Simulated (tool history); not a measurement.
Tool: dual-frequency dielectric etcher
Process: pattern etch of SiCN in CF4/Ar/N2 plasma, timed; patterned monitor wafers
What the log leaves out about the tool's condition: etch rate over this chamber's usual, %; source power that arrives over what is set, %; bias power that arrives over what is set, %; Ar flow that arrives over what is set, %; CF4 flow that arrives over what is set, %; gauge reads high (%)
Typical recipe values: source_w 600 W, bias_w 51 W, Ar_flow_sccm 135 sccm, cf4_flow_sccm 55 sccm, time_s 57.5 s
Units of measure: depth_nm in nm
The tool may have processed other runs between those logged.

| run | hour | source_w | bias_w | Ar_flow_sccm | cf4_flow_sccm | time_s | wafers since the last listed run | hours since the last wet clean | hours since the last source power generator calibration | hours since the last bias power generator calibration | hours since the last Ar flow controller change | hours since the last CF4 flow controller change | hours since the last upper electrode change | hours since the gauge calibration | read-back reference wafer on the same gauge, depth_nm | depth_nm |
|---|---|---|---|---|---|---|---|---|---|---|---|---|---|---|---|---|
| 1 | 0.0 | 600 | 51 | 135 | 55 | 57.5 | 0 | 227.4 | 5004.6 | 4597.5 | 4958.1 | 3841.3 | 4586.1 | 312.0 | 52.1 | 55.7 |
| 2 | 49.2 | 600 | 51 | 135 | 55 | 57.5 | 517 | 276.6 | 5053.8 | 4646.7 | 5007.3 | 3890.5 | 4635.3 | 361.2 | 52.0 | 55.6 |
| 3 | 110.1 | 600 | 51 | 135 | 55 | 57.5 | 640 | 337.5 | 5114.7 | 4707.6 | 5068.2 | 3951.4 | 4696.2 | 422.1 | 52.0 | 55.8 |
| 4 | 179.8 | 600 | 51 | 135 | 55 | 57.5 | 733 | 407.2 | 5184.4 | 4777.3 | 5137.9 | 4021.1 | 4765.9 | 491.8 | 52.0 | 56.0 |
|  | 231.7 | source power generator calibrated |
|  | 240.1 | wet clean of the chamber |
| 5 | 240.6 | 600 | 51 | 135 | 55 | 57.5 | 509 | 0.5 | 8.9 | 4838.1 | 5198.7 | 4081.9 | 4826.7 | 552.6 | 51.9 | 54.7 |
|  | 280.6 | upper electrode replaced |
| 6 | 289.6 | 600 | 51 | 135 | 55 | 57.5 | 262 | 49.5 | 57.9 | 4887.1 | 5247.7 | 4130.9 | 9.0 | 601.6 | 52.0 | 54.9 |
|  | 323.3 | Ar flow controller replaced |
| 7 | 323.8 | 600 | 51 | 135 | 55 | 57.5 | 296 | 83.7 | 92.1 | 4921.3 | 0.5 | 4165.1 | 43.2 | 635.8 | 52.0 | 55.0 |
|  | 328.1 | bias power generator calibrated |
|  | 372.8 | gauge calibrated |
| 8 | 372.9 | 600 | 51 | 135 | 64 | 73.5 | 474 | 132.8 | 141.2 | 44.8 | 49.6 | 4214.2 | 92.3 | 0.1 | 52.1 | 73.2 |
|  | 409.5 | CF4 flow controller replaced |
| 9 | 419.8 | 600 | 51 | 135 | 65 | 57.5 | 430 | 179.7 | 188.1 | 91.7 | 96.5 | 10.3 | 139.2 | 47.0 | 52.1 | 57.1 |
| 10 | 484.0 | 600 | 38 | 135 | 55 | 57.5 | 675 | 243.9 | 252.3 | 155.9 | 160.7 | 74.5 | 203.4 | 111.2 | 52.1 | 50.7 |
| 11 | 514.4 | 600 | 44 | 153 | 55 | 64.0 | 319 | 274.3 | 282.7 | 186.3 | 191.1 | 104.9 | 233.8 | 141.6 | 51.8 | 56.7 |
| 12 | 540.7 | 480 | 46 | 163 | 55 | 64.0 | 276 | 300.6 | 309.0 | 212.6 | 217.4 | 131.2 | 260.1 | 167.9 | 52.0 | 47.5 |
| 13 | 672.2 | 600 | 51 | 135 | 55 | 57.5 | 1383 | 432.1 | 440.5 | 344.1 | 348.9 | 262.7 | 391.6 | 299.4 | 52.0 | 56.9 |
| 14 | 698.2 | 600 | 51 | 135 | 55 | 57.5 | 273 | 458.1 | 466.5 | 370.1 | 374.9 | 288.7 | 417.6 | 325.4 | 52.0 | 56.7 |

The logged runs with the hidden state left out (each run's random variation unchanged):
| run | depth_nm |
|---|---|
| 1 | 54.9 |
| 2 | 54.7 |
| 3 | 54.6 |
| 4 | 54.5 |
| 5 | 54.6 |
| 6 | 54.7 |
| 7 | 54.6 |
| 8 | 72.4 |
| 9 | 56.3 |
| 10 | 49.8 |
| 11 | 55.6 |
| 12 | 46.5 |
| 13 | 55.1 |
| 14 | 54.8 |

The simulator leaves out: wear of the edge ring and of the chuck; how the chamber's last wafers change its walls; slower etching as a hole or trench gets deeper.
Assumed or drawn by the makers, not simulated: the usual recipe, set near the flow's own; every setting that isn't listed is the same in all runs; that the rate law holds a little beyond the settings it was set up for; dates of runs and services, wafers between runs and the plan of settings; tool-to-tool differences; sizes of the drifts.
